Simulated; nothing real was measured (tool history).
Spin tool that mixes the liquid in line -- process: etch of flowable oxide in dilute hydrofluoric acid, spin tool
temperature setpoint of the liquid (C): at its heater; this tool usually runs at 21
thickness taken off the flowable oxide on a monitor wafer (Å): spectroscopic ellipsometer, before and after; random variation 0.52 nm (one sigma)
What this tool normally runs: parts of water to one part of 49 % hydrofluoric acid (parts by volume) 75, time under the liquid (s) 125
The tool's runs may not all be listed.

run     day  temperature setpoint of the liquid (C)  parts of water to one part of 49 % hydrofluoric acid (parts by volume)  time under the liquid (s)  wafers since the last listed run  hours since the thermometer was replaced  hours since the hydrofluoric acid flow meter was replaced  hours since the gauge calibration  read-back film thickness of the flowable oxide reference wafer, read on the same gauge (nm)  thickness taken off the flowable oxide on a monitor wafer (Å)
  1       0                                      21                                                                      75                        125                                 0                                      1258                                                      521.4                              763.5                                                                                       129.99                                                          595.4
  2   1.275                                      21                                                                      75                        125                               150                                    1288.6                                                        552                              794.1                                                                                          130                                                            606
  3   3.258                                      21                                                                      75                        125                               234                                    1336.2                                                      599.6                              841.7                                                                                       129.98                                                          584.5
  4   5.858                                      21                                                                      75                        125                               307                                    1398.6                                                        662                              904.1                                                                                       129.99                                                          600.9
  5   8.238                                      21                                                                      75                        125                               281                                    1455.7                                                      719.1                              961.2                                                                                       129.99                                                          591.4
  6   9.462                                      21                                                                      75                        125                               144                                    1485.1                                                      748.5                              990.6                                                                                       129.98                                                          590.5
  7  11.871                                      21                                                                      75                        125                               284                                    1542.9                                                      806.3                             1048.4                                                                                       130.01                                                          595.6
  8  14.717                                      19                                                                      75                        125                               336                                    1611.2                                                      874.6                             1116.7                                                                                       130.01                                                            534
  9   16.85                                      19                                                                      75                        125                               252                                    1662.4                                                      925.8                             1167.9                                                                                       129.95                                                          544.8
 10  24.308                                      19                                                                      75                        125                               882                                    1841.4                                                     1104.8                             1346.9                                                                                       129.97                                                          543.3
 11  27.162                                      21                                                                      75                        125                               337                                    1909.9                                                     1173.3                             1415.4                                                                                       129.95                                                          586.1
 12  28.279                                      21                                                                      75                        125                               132                                    1936.7                                                     1200.1                             1442.2                                                                                       129.96                                                          593.3
 13  30.479                                      21                                                                      75                        125                               260                                    1989.5                                                     1252.9                               1495                                                                                       130.04                                                          592.4
 14  32.496                                      21                                                                      75                        125                               238                                    2037.9                                                     1301.3                             1543.4                                                                                       130.01                                                          590.5
 15  35.238                                      21                                                                      75                        125                               324                                    2103.7                                                     1367.1                             1609.2                                                                                       130.04                                                            586
     37.071  -- gauge calibrated
 16  38.188                                    25.5                                                                      45                        170                               349                                    2174.5                                                     1437.9                               26.8                                                                                       130.03                                                           1665
     40.979  -- hydrofluoric acid flow meter replaced
 17  46.046                                      21                                                                      75                        125                               924                                    2363.1                                                      121.6                              215.4                                                                                       129.98                                                          588.3
 18  47.217                                      25                                                                      75                        125                               138                                    2391.2                                                      149.7                              243.5                                                                                       129.97                                                          680.8
 19  48.771                                      21                                                                      75                        125                               183                                    2428.5                                                        187                              280.8                                                                                       130.02                                                          588.2
 20  50.658                                      21                                                                      75                        125                               223                                    2473.8                                                      232.3                              326.1                                                                                       129.98                                                          577.2
 21  52.762                                      21                                                                      75                        125                               248                                    2524.3                                                      282.8                              376.6                                                                                       129.97                                                          580.5
 22  55.662                                      17                                                                      75                        180                               343                                    2593.9                                                      352.4                              446.2                                                                                          130                                                          708.7
     56.542  -- thermometer replaced
 23  57.171                                      17                                                                      75                        190                               173                                      15.1                                                      388.6                              482.4                                                                                       129.96                                                          788.5
 24  63.883                                      21                                                                      75                        125                               794                                     176.2                                                      549.7                              643.5                                                                                       129.98                                                          596.6
 25  66.646                                      21                                                                      75                        125                               326                                     242.5                                                        616                              709.8                                                                                       129.98                                                          612.5
 26  69.538                                      21                                                                      75                         65                               342                                     311.9                                                      685.4                              779.2                                                                                       130.04                                                          314.9
 27  72.217                                      26                                                                      95                        200                               316                                     376.2                                                      749.7                              843.5                                                                                       130.03                                                          902.9
 28  74.683                                    17.5                                                                      40                         55                               291                                     435.4                                                      808.9                              902.7                                                                                       129.99                                                          448.1
 29  77.308                                      21                                                                      75                         55                               310                                     498.4                                                      871.9                              965.7                                                                                       129.98                                                          268.1
 30  78.775                                      24                                                                      50                         60                               173                                     533.6                                                      907.1                             1000.9                                                                                       129.99                                                          505.4
 31  79.892                                      21                                                                     105                        125                               132                                     560.4                                                      933.9                             1027.7                                                                                       130.03                                                          411.6
 32  80.971                                      19                                                                      75                        175                               127                                     586.3                                                      959.8                             1053.6                                                                                       129.99                                                          764.1
 33  83.175                                    23.5                                                                      50                        170                               260                                     639.2                                                     1012.7                             1106.5                                                                                       130.02                                                         1383.8

Forecast each of these 5 alternatives for the next run:
  A  83.196                                      21                                                                      75                         50                                 2                                     639.7                                                     1013.2                               1107                                                                                            ?                                                              ?
  B  83.196                                      17                                                                     110                         85                                 2                                     639.7                                                     1013.2                               1107                                                                                            ?                                                              ?
  C  83.196                                      21                                                                      75                         70                                 2                                     639.7                                                     1013.2                               1107                                                                                            ?                                                              ?
  D  83.196                                      19                                                                      65                         60                                 2                                     639.7                                                     1013.2                               1107                                                                                            ?                                                              ?
  E  83.196                                      18                                                                      45                        170                                 2                                     639.7                                                     1013.2                               1107                                                                                            ?                                                              ?

run  read-back film thickness of the flowable oxide reference wafer, read on the same gauge (nm)  thickness taken off the flowable oxide on a monitor wafer (Å)
  A                                                                                          130                                                          235.3
  B                                                                                          130                                                          222.1
  C                                                                                          130                                                          329.5
  D                                                                                          130                                                          303.1
  E                                                                                          130                                                         1215.7
With the hidden condition removed and each run's random variation left untouched, the same runs would have given:
run  thickness taken off the flowable oxide on a monitor wafer (Å)
  A                                                          238.4
  B                                                            225
  C                                                          333.7
  D                                                          307.1
  E                                                         1232.2

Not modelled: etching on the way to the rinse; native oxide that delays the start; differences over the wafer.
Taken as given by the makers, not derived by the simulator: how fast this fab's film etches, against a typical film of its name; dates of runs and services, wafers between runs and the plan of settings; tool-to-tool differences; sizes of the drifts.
